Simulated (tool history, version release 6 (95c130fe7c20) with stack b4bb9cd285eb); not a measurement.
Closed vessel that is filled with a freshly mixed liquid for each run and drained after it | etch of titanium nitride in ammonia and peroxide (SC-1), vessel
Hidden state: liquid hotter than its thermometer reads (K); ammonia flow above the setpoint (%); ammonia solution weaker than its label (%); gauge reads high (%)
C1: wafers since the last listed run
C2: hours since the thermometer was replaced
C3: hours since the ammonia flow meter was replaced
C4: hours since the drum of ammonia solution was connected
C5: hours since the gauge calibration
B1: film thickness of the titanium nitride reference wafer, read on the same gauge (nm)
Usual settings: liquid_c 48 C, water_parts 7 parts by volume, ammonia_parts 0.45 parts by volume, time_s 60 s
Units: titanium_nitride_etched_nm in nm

Run 1, hour 0: usual settings but ammonia_parts 0.6 parts by volume; C1 0; C2 402.5; C3 1090.3; C4 433.7; C5 1298.6; B1 39.97. Result: titanium_nitride_etched_nm 6.17 nm.
Run 2, hour 26.8: usual settings but ammonia_parts 0.6 parts by volume; C1 1762; C2 429.3; C3 1117.1; C4 460.5; C5 1325.4; B1 39.97. Result: titanium_nitride_etched_nm 6.09 nm.
Run 3, hour 61.2: usual settings but liquid_c 43 C; C1 2261; C2 463.7; C3 1151.5; C4 494.9; C5 1359.8; B1 39.98. Result: titanium_nitride_etched_nm 4.12 nm.
Run 4, hour 197.1: usual settings but liquid_c 43 C; C1 8935; C2 599.6; C3 1287.4; C4 630.8; C5 1495.7; B1 40.05. Result: titanium_nitride_etched_nm 4.14 nm.
At hour 230: new drum of ammonia solution connected.
Run 5, hour 235.7: usual settings but liquid_c 54 C, water_parts 9.5 parts by volume, ammonia_parts 0.6 parts by volume, time_s 90 s; C1 2472; C2 638.2; C3 1326; C4 5.7; C5 1534.3; B1 39.96. Result: titanium_nitride_etched_nm 11.96 nm.
Run 6, hour 298.4: usual settings but liquid_c 50.5 C; C1 4122; C2 700.9; C3 1388.7; C4 68.4; C5 1597; B1 40.03. Result: titanium_nitride_etched_nm 7.18 nm.
Run 7, hour 326.8: usual settings but liquid_c 50.5 C, ammonia_parts 0.6 parts by volume, time_s 45 s; C1 1867; C2 729.3; C3 1417.1; C4 96.8; C5 1625.4; B1 40.03. Result: titanium_nitride_etched_nm 5.58 nm.
At hour 331: thermometer replaced.
Run 8, hour 383.4: usual settings but liquid_c 40.5 C, water_parts 10 parts by volume, time_s 35 s; C1 3655; C2 52.4; C3 1473.7; C4 153.4; C5 1682; B1 39.96. Result: titanium_nitride_etched_nm 1.58 nm.
Run 9, hour 423.7: usual settings; C1 2649; C2 92.7; C3 1514; C4 193.7; C5 1722.3; B1 40.07. Result: titanium_nitride_etched_nm 5.65 nm.
Run 10, hour 483.6: usual settings but time_s 90 s; C1 3938; C2 152.6; C3 1573.9; C4 253.6; C5 1782.2; B1 40.02. Result: titanium_nitride_etched_nm 8.53 nm.
Run 11, hour 546.6: usual settings; C1 4142; C2 215.6; C3 1636.9; C4 316.6; C5 1845.2; B1 40.02. Result: titanium_nitride_etched_nm 5.61 nm.
Run 12, hour 577: usual settings; C1 1998; C2 246; C3 1667.3; C4 347; C5 1875.6; B1 40.03. Result: titanium_nitride_etched_nm 5.71 nm.
At hour 587.4: ammonia flow meter replaced.
At hour 593.2: gauge calibrated.
Run 13, hour 644.1: usual settings but liquid_c 57 C, water_parts 5 parts by volume, time_s 35 s; C1 4346; C2 313.1; C3 56.7; C4 414.1; C5 50.9; B1 39.97. Result: titanium_nitride_etched_nm 7.3 nm.
Run 14, hour 742.8: usual settings but liquid_c 55.5 C, water_parts 9 parts by volume, ammonia_parts 0.3 parts by volume, time_s 75 s; C1 6489; C2 411.8; C3 155.4; C4 512.8; C5 149.6; B1 40.01. Result: titanium_nitride_etched_nm 9.9 nm.
Run 15, hour 813.8: usual settings but liquid_c 39 C, ammonia_parts 0.5 parts by volume; C1 4668; C2 482.8; C3 226.4; C4 583.8; C5 220.6; B1 39.96. Result: titanium_nitride_etched_nm 3.08 nm.
Run 16, hour 855.9: usual settings but liquid_c 38.5 C; C1 2768; C2 524.9; C3 268.5; C4 625.9; C5 262.7; B1 39.99. Result: titanium_nitride_etched_nm 2.91 nm.
Run 17, hour 921: usual settings but liquid_c 55.5 C, time_s 90 s; C1 4280; C2 590; C3 333.6; C4 691; C5 327.8; B1 39.99. Result: titanium_nitride_etched_nm 14.81 nm.
At hour 925.9: thermometer replaced.
Run 18, hour 975: usual settings but water_parts 10.5 parts by volume, ammonia_parts 0.25 parts by volume; C1 3484; C2 49.1; C3 387.6; C4 745; C5 381.8; B1 40.02. Result: titanium_nitride_etched_nm 4.08 nm.
At hour 985.5: new drum of ammonia solution connected.
Run 19, hour 1028.3: usual settings but water_parts 6 parts by volume, ammonia_parts 0.25 parts by volume; C1 3438; C2 102.4; C3 440.9; C4 42.8; C5 435.1; B1 39.99. Result: titanium_nitride_etched_nm 5.52 nm.
Run 20, hour 1068.2: usual settings but ammonia_parts 0.35 parts by volume; C1 2623; C2 142.3; C3 480.8; C4 82.7; C5 475; B1 39.94. Result: titanium_nitride_etched_nm 5.5 nm.
Run 21, hour 1275.3: usual settings but liquid_c 55.5 C, water_parts 5 parts by volume, ammonia_parts 0.4 parts by volume, time_s 80 s; C1 13616; C2 349.4; C3 687.9; C4 289.8; C5 682.1; B1 39.98. Result: titanium_nitride_etched_nm 14.66 nm.
Run 22, hour 1346.2: usual settings; C1 4661; C2 420.3; C3 758.8; C4 360.7; C5 753; B1 40.05. Result: titanium_nitride_etched_nm 5.77 nm.
Run 23, hour 1417.5: usual settings; C1 4687; C2 491.6; C3 830.1; C4 432; C5 824.3; B1 39.97. Result: titanium_nitride_etched_nm 5.82 nm.
Run 24, hour 1472.5: usual settings but time_s 80 s; C1 3616; C2 546.6; C3 885.1; C4 487; C5 879.3; B1 39.99. Result: titanium_nitride_etched_nm 7.76 nm.
At hour 1491: thermometer replaced.
Run 25, hour 1536.8: usual settings but time_s 85 s; C1 4161; C2 45.8; C3 949.4; C4 551.3; C5 943.6; B1 39.94. Result: titanium_nitride_etched_nm 7.94 nm.
Run 26, hour 1563.5: usual settings but liquid_c 56.5 C; C1 1755; C2 72.5; C3 976.1; C4 578; C5 970.3; B1 40. Result: titanium_nitride_etched_nm 10.06 nm.

Hidden state or all else? Some run-to-run changes of titanium_nitride_etched_nm, split into what the settings, what came in and random variation would give without the hidden state, and what is left for the hidden state (with any gauge scatter that isn't in both results):
Run 16 -> 17: liquid_c 38.5 -> 55.5, time_s 60 -> 90. titanium_nitride_etched_nm +11.9 nm: hidden state +0.63, all else +11.27.
Run 17 -> 18: liquid_c 55.5 -> 48, water_parts 7 -> 10.5, ammonia_parts 0.45 -> 0.25, time_s 90 -> 60, thermometer replaced. titanium_nitride_etched_nm -10.73 nm: hidden state -0.75, all else -9.98.
